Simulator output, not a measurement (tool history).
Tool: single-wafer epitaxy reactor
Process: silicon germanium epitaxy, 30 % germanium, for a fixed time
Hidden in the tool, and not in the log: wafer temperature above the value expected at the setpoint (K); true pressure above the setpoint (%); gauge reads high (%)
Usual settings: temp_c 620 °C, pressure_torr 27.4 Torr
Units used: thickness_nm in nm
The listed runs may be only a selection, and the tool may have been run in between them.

| run | day | temp_c | pressure_torr | wafers since the last listed run | hours since the last pyrometer calibration | hours since the last manometer calibration | hours since the showerhead was replaced | hours since the gauge calibration | read-back reference wafer on the same gauge, thickness_nm | thickness_nm |
|---|---|---|---|---|---|---|---|---|---|---|
| 1 | 0.000 | 620 | 27.4 | 0 | 1285.5 | 1377.8 | 8191.2 | 39.9 | 102.336 | 80.302 |
| 2 | 0.267 | 620 | 27.4 | 65 | 1291.9 | 1384.2 | 8197.6 | 46.3 | 102.258 | 80.287 |
| 3 | 1.758 | 620 | 32.8 | 368 | 1327.7 | 1420.0 | 8233.4 | 82.1 | 102.337 | 84.285 |
| 4 | 2.279 | 620 | 27.4 | 128 | 1340.2 | 1432.5 | 8245.9 | 94.6 | 102.309 | 79.869 |
|  | 3.642 | capacitance manometer re-zeroed and calibrated |
| 5 | 3.892 | 610 | 24.1 | 315 | 1378.9 | 6.0 | 8284.6 | 133.3 | 102.295 | 65.401 |
| 6 | 4.192 | 610 | 24.1 | 74 | 1386.1 | 13.2 | 8291.8 | 140.5 | 102.274 | 65.394 |
| 7 | 4.604 | 610 | 24.1 | 101 | 1396.0 | 23.1 | 8301.7 | 150.4 | 102.329 | 65.190 |
| 8 | 5.292 | 620 | 27.4 | 169 | 1412.5 | 39.6 | 8318.2 | 166.9 | 102.316 | 79.007 |
|  | 7.183 | pyrometer calibrated |
| 9 | 7.204 | 630 | 27.4 | 389 | 0.5 | 85.5 | 8364.1 | 212.8 | 102.285 | 100.786 |
| 10 | 7.267 | 620 | 27.4 | 15 | 2.0 | 87.0 | 8365.6 | 214.3 | 102.337 | 86.761 |
|  | 7.738 | showerhead replaced |
| 11 | 8.000 | 610 | 24.2 | 98 | 19.6 | 104.6 | 6.3 | 231.9 | 102.245 | 71.397 |
|  | 8.367 | gauge calibrated |
| 12 | 8.650 | 628 | 27.4 | 160 | 35.2 | 120.2 | 21.9 | 6.8 | 102.299 | 97.701 |
| 13 | 9.225 | 609 | 21.8 | 141 | 49.0 | 134.0 | 35.7 | 20.6 | 102.281 | 68.496 |
| 14 | 9.492 | 610 | 24.1 | 65 | 55.4 | 140.4 | 42.1 | 27.0 | 102.285 | 71.270 |
| 15 | 10.121 | 610 | 33.6 | 155 | 70.5 | 155.5 | 57.2 | 42.1 | 102.311 | 78.349 |
| 16 | 10.521 | 608 | 24.1 | 98 | 80.1 | 165.1 | 66.8 | 51.7 | 102.309 | 69.014 |

Alternative continuations, all from the tool just after run 16; predict every row:
| A | 10.538 | 620 | 27.4 | 4 | 80.5 | 165.5 | 67.2 | 52.1 | ? | ? |
| B | 10.538 | 616 | 21.2 | 4 | 80.5 | 165.5 | 67.2 | 52.1 | ? | ? |
| C | 10.538 | 625 | 27.4 | 4 | 80.5 | 165.5 | 67.2 | 52.1 | ? | ? |
| D | 10.538 | 615 | 31.4 | 4 | 80.5 | 165.5 | 67.2 | 52.1 | ? | ? |

| run | read-back reference wafer on the same gauge, thickness_nm | thickness_nm |
|---|---|---|
| A | 102.332 | 86.478 |
| B | 102.332 | 75.762 |
| C | 102.332 | 93.353 |
| D | 102.332 | 83.291 |
With the hidden condition removed and each run's random variation left untouched, the same runs would have given:
| run | thickness_nm |
|---|---|
| A | 86.959 |
| B | 76.187 |
| C | 93.867 |
| D | 83.759 |

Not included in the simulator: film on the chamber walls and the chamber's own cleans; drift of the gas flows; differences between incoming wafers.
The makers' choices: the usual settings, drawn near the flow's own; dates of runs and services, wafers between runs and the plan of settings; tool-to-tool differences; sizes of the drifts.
